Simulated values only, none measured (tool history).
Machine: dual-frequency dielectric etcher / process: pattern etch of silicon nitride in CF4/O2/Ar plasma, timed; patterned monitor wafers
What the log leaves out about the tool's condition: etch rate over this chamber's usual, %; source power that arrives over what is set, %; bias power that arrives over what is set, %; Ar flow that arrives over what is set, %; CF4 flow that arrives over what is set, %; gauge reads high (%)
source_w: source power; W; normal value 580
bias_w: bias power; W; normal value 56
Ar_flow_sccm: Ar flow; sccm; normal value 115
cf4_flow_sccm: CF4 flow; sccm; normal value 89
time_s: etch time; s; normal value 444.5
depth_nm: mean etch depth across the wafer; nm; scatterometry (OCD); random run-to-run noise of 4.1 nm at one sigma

run,hour,source_w,bias_w,Ar_flow_sccm,cf4_flow_sccm,time_s,wafers since the last listed run,hours since the last wet clean,hours since the last source power generator calibration,hours since the last bias power generator calibration,hours since the last Ar flow controller change,hours since the last CF4 flow controller change,hours since the last upper electrode change,hours since the gauge calibration,"read-back reference wafer on the same gauge, depth_nm",depth_nm
1,0.0,580,56,115,89,444.5,0,323.2,241.0,10.4,138.1,3812.4,6178.6,285.6,921.6,871.2
2,70.0,620,56,115,71,444.5,220,393.2,311.0,80.4,208.1,3882.4,6248.6,355.6,922.2,859.4
# hour 122.9: wet clean of the chamber
# hour 122.9: source power generator calibrated, repeated, since the last time left the tool worse
3,123.4,580,56,115,89,444.5,155,0.5,0.5,133.8,261.5,3935.8,6302.0,409.0,920.9,900.7
4,143.3,580,56,115,89,444.5,62,20.4,20.4,153.7,281.4,3955.7,6321.9,428.9,922.6,905.4
5,206.1,580,56,115,89,444.5,197,83.2,83.2,216.5,344.2,4018.5,6384.7,491.7,922.6,904.9
6,248.5,510,49,115,89,545.5,133,125.6,125.6,258.9,386.6,4060.9,6427.1,534.1,921.6,983.9
7,288.9,650,56,93,68,577.5,127,166.0,166.0,299.3,427.0,4101.3,6467.5,574.5,922.0,1204.1
8,315.4,700,47,129,89,384.0,83,192.5,192.5,325.8,453.5,4127.8,6494.0,601.0,921.0,811.3
9,377.4,580,56,115,89,444.5,195,254.5,254.5,387.8,515.5,4189.8,6556.0,663.0,922.6,909.3
10,442.9,580,65,115,89,444.5,206,320.0,320.0,453.3,581.0,4255.3,6621.5,728.5,922.7,961.6
11,503.4,480,56,137,89,315.0,190,380.5,380.5,513.8,641.5,4315.8,6682.0,789.0,922.7,563.4
# hour 532.9: CF4 flow controller replaced
# hour 541.0: upper electrode replaced
12,541.5,580,56,115,89,408.5,75,418.6,418.6,551.9,679.6,8.6,0.5,827.1,923.6,828.7
13,572.5,580,46,90,89,444.5,97,449.6,449.6,582.9,710.6,39.6,31.5,858.1,922.6,869.9
# hour 604.2: wet clean of the chamber
14,607.8,580,68,92,67,342.0,35,3.6,484.9,618.2,745.9,74.9,66.8,893.4,921.6,720.5
15,669.1,580,56,136,89,444.5,192,64.9,546.2,679.5,807.2,136.2,128.1,954.7,920.9,886.5
16,840.2,580,56,93,89,444.5,538,236.0,717.3,850.6,978.3,307.3,299.2,1125.8,922.0,924.1
17,910.0,580,56,115,69,577.0,219,305.8,787.1,920.4,1048.1,377.1,369.0,1195.6,922.4,1110.0
18,955.6,580,56,115,89,444.5,143,351.4,832.7,966.0,1093.7,422.7,414.6,1241.2,922.5,895.9
# hour 1015.2: wet clean of the chamber
19,1015.7,580,56,115,89,444.5,113,0.5,892.8,1026.1,1153.8,482.8,474.7,1301.3,922.2,908.5
20,1040.2,690,69,115,82,384.0,77,25.0,917.3,1050.6,1178.3,507.3,499.2,1325.8,922.8,928.6
21,1097.8,580,56,115,89,335.0,181,82.6,974.9,1108.2,1235.9,564.9,556.8,1383.4,921.9,682.4
22,1228.1,690,62,95,89,536.0,409,212.9,1105.2,1238.5,1366.2,695.2,687.1,1513.7,922.2,1280.7

Across each entry between runs, compare the hidden state at the last listed run before it with the hidden state at the first listed run after it:
Logged between run 2 and run 3: wet clean of the chamber (hour 122.9); source power generator calibrated, repeated, since the last time left the tool worse (hour 122.9)
  source power that arrives over what is set, %: -6.49 -> 0.0209
  the result without the hidden state subtracted from the measured one, depth_nm: -35.3 -> +0.1 nm
Logged between run 11 and run 12: CF4 flow controller replaced (hour 532.9); upper electrode replaced (hour 541.0)
  source power that arrives over what is set, %: -0.0052 -> -0.0107
  the result without the hidden state subtracted from the measured one, depth_nm: +0.0 -> -0.1 nm
Logged between run 13 and run 14: wet clean of the chamber (hour 604.2)
  source power that arrives over what is set, %: -0.0156 -> -0.0215
  the result without the hidden state subtracted from the measured one, depth_nm: -0.1 -> -0.1 nm
Logged between run 18 and run 19: wet clean of the chamber (hour 1015.2)
  source power that arrives over what is set, %: -0.104 -> -0.123
  the result without the hidden state subtracted from the measured one, depth_nm: -0.6 -> -0.7 nm
